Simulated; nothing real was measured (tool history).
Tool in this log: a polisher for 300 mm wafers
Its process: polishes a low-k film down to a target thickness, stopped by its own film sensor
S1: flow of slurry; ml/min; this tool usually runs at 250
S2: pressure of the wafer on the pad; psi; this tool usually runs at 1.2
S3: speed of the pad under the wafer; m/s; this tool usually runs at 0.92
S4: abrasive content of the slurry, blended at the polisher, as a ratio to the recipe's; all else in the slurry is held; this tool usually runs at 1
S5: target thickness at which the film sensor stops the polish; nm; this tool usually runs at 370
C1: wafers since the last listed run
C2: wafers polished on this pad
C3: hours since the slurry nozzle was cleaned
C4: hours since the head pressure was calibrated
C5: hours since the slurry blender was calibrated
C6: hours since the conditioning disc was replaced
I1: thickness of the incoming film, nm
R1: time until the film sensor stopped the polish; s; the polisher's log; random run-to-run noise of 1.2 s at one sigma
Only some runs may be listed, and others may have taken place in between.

run,hour,S1,S2,S3,S4,S5,C1,C2,C3,C4,C5,C6,I1,R1
1,0,250,1.2,0.92,1,370,0,504,47.1,659.5,100.4,324.1,388.3,92
2,52.2,250,1.2,0.92,1,370,661,1166,99.3,711.7,152.6,376.3,388.7,95.4
# hour 116: slurry blender recalibrated
# hour 124.3: worn pad replaced by a new one
3,124.8,250,1.2,0.92,1,370,844,5,171.9,784.3,8.8,448.9,385.7,75.9
# hour 157.4: conditioning disc replaced and pad reconditioned
4,177.3,250,1.2,0.92,1,370,640,646,224.4,836.8,61.3,19.9,390.4,101
5,203.7,250,1.4,1.12,1,370,334,980,250.8,863.2,87.7,46.3,395.5,99.3
6,256.5,250,1.4,1.12,1,370,669,1650,303.6,916,140.5,99.1,395.4,100.9
# hour 311.2: worn pad replaced by a new one
# hour 324.1: slurry blender recalibrated
7,326.1,250,1.4,1.12,1,370,806,163,373.2,985.6,2,168.7,392.7,84.1
8,362.2,250,1.2,0.92,1,374,457,621,409.3,1021.7,38.1,204.8,393.8,97.4
9,423.2,250,1.2,0.92,1,374,773,1394,470.3,1082.7,99.1,265.8,389.7,81.2
# hour 468.8: head pressure recalibrated
10,469.3,180,1.2,0.7,0.9,364,559,1953,516.4,0.5,145.2,311.9,391.5,200
# hour 518.5: worn pad replaced by a new one
# hour 555.4: slurry blender recalibrated
11,607.2,275,1,0.92,0.7,370,1672,1098,654.3,138.4,51.8,449.8,386.7,123.4
12,657.1,190,0.8,0.92,1,370,632,1731,704.2,188.3,101.7,499.7,394.3,169.2
# hour 663.4: conditioning disc replaced and pad reconditioned
# hour 672.4: slurry nozzle cleaned
# hour 691: worn pad replaced by a new one
13,728.9,250,1,0.76,1,366,821,481,56.5,260.1,173.5,65.5,381.1,99
14,774.9,250,1.2,0.92,1.1,370,583,1064,102.5,306.1,219.5,111.5,385.8,77.2
15,809.2,205,1,0.62,1,370,434,1499,136.8,340.4,253.8,145.8,392.8,185.6
# hour 822.8: slurry blender recalibrated
# hour 855.1: worn pad replaced by a new one
16,865.6,250,1.2,0.92,1,370,639,133,193.2,396.8,42.8,202.2,388.4,91.3
17,895.8,250,1.1,0.82,1,365,382,516,223.4,427,73,232.4,392.8,159.8
18,942.5,250,1.2,0.92,1,370,592,1108,270.1,473.7,119.7,279.1,385.5,79.5

Alternative continuations, all from the tool just after run 18; predict every row:
A,942.9,250,1.2,0.92,1,370,5,1113,270.5,474.1,120.1,279.5,391.8,?
B,942.9,250,1.1,0.92,1,370,5,1113,270.5,474.1,120.1,279.5,391.8,?
C,942.9,165,1.2,1.22,1,370,5,1113,270.5,474.1,120.1,279.5,391.8,?

run,R1
A,112.8
B,120
C,93.2
Without the tool's hidden state the same runs would have given:
run,R1
A,106.5
B,113.3
C,87.9

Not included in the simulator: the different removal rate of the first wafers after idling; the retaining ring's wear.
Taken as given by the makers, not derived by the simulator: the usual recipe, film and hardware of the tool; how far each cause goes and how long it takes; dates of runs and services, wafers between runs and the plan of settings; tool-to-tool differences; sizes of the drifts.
